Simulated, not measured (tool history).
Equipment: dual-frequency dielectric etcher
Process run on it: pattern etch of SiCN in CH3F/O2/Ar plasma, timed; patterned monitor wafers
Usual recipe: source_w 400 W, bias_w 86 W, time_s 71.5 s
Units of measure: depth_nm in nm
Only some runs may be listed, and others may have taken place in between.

run,hour,source_w,bias_w,time_s,wafers since the last listed run,hours since the last wet clean,hours since the last source power generator calibration,hours since the last bias power generator calibration,hours since the last upper electrode change,hours since the gauge calibration,"read-back reference wafer on the same gauge, depth_nm",depth_nm
1,0.0,400,86,64.5,0,532.9,4287.6,2846.6,1664.5,158.2,31.22,25.08
2,15.5,400,86,64.5,133,548.4,4303.1,2862.1,1680.0,173.7,31.25,25.07
3,29.5,400,86,64.5,120,562.4,4317.1,2876.1,1694.0,187.7,31.17,24.78
# hour 39.7: gauge calibrated
4,42.8,400,86,71.5,114,575.7,4330.4,2889.4,1707.3,3.1,31.18,27.65
5,57.8,400,86,71.5,128,590.7,4345.4,2904.4,1722.3,18.1,31.26,27.90
6,65.7,400,86,71.5,67,598.6,4353.3,2912.3,1730.2,26.0,31.19,27.58
7,82.2,400,93,71.5,141,615.1,4369.8,2928.8,1746.7,42.5,31.16,28.35
8,88.7,400,93,71.5,55,621.6,4376.3,2935.3,1753.2,49.0,31.18,28.19
9,101.7,400,86,71.5,111,634.6,4389.3,2948.3,1766.2,62.0,31.21,27.71
# hour 130.9: upper electrode replaced
# hour 137.3: wet clean of the chamber
10,137.8,400,86,71.5,49,0.5,4425.4,2984.4,6.9,98.1,31.24,29.39
11,138.1,400,86,71.5,2,0.8,4425.7,2984.7,7.2,98.4,31.14,29.38
12,144.7,400,86,71.5,56,7.4,4432.3,2991.3,13.8,105.0,31.25,29.34
13,151.4,400,86,71.5,57,14.1,4439.0,2998.0,20.5,111.7,31.17,29.33
14,168.5,450,98,71.5,146,31.2,4456.1,3015.1,37.6,128.8,31.23,31.60
# hour 173.1: source power generator calibrated
15,181.2,400,86,71.5,74,43.9,8.1,3027.8,50.3,141.5,31.20,29.41
16,187.7,400,86,79.5,55,50.4,14.6,3034.3,56.8,148.0,31.24,32.80
17,196.7,360,70,82.5,77,59.4,23.6,3043.3,65.8,157.0,31.18,30.50
# hour 210.9: bias power generator calibrated
18,212.3,350,86,53.0,99,75.0,39.2,1.4,81.4,172.6,31.17,20.80
19,222.6,430,68,90.0,88,85.3,49.5,11.7,91.7,182.9,31.16,34.84
20,236.1,450,78,89.0,115,98.8,63.0,25.2,105.2,196.4,31.20,36.16
# hour 239.8: gauge calibrated
21,247.0,400,86,71.5,93,109.7,73.9,36.1,116.1,7.2,31.20,29.03
22,259.9,400,70,84.0,110,122.6,86.8,49.0,129.0,20.1,31.20,32.17
23,274.8,430,95,51.0,127,137.5,101.7,63.9,143.9,35.0,31.18,21.88
24,287.7,360,86,71.5,110,150.4,114.6,76.8,156.8,47.9,31.18,28.23
25,299.1,400,92,91.0,97,161.8,126.0,88.2,168.2,59.3,31.18,37.60
26,307.1,400,86,71.5,68,169.8,134.0,96.2,176.2,67.3,31.24,28.61
27,325.0,400,86,71.5,153,187.7,151.9,114.1,194.1,85.2,31.22,28.79

What if the next run were any one of these 5? Each begins from the tool's condition after run 27:
A,325.4,400,86,71.5,3,188.1,152.3,114.5,194.5,85.6,?,?
B,325.4,330,93,81.5,3,188.1,152.3,114.5,194.5,85.6,?,?
C,325.4,320,103,91.5,3,188.1,152.3,114.5,194.5,85.6,?,?
D,325.4,400,86,90.5,3,188.1,152.3,114.5,194.5,85.6,?,?
E,325.4,340,71,53.0,3,188.1,152.3,114.5,194.5,85.6,?,?

run,"read-back reference wafer on the same gauge, depth_nm",depth_nm
A,31.21,28.78
B,31.21,31.80
C,31.21,36.63
D,31.21,36.42
E,31.21,19.14
With the hidden condition removed and each run's random variation left untouched, the same runs would have given:
run,depth_nm
A,29.12
B,32.19
C,37.08
D,36.86
E,19.37
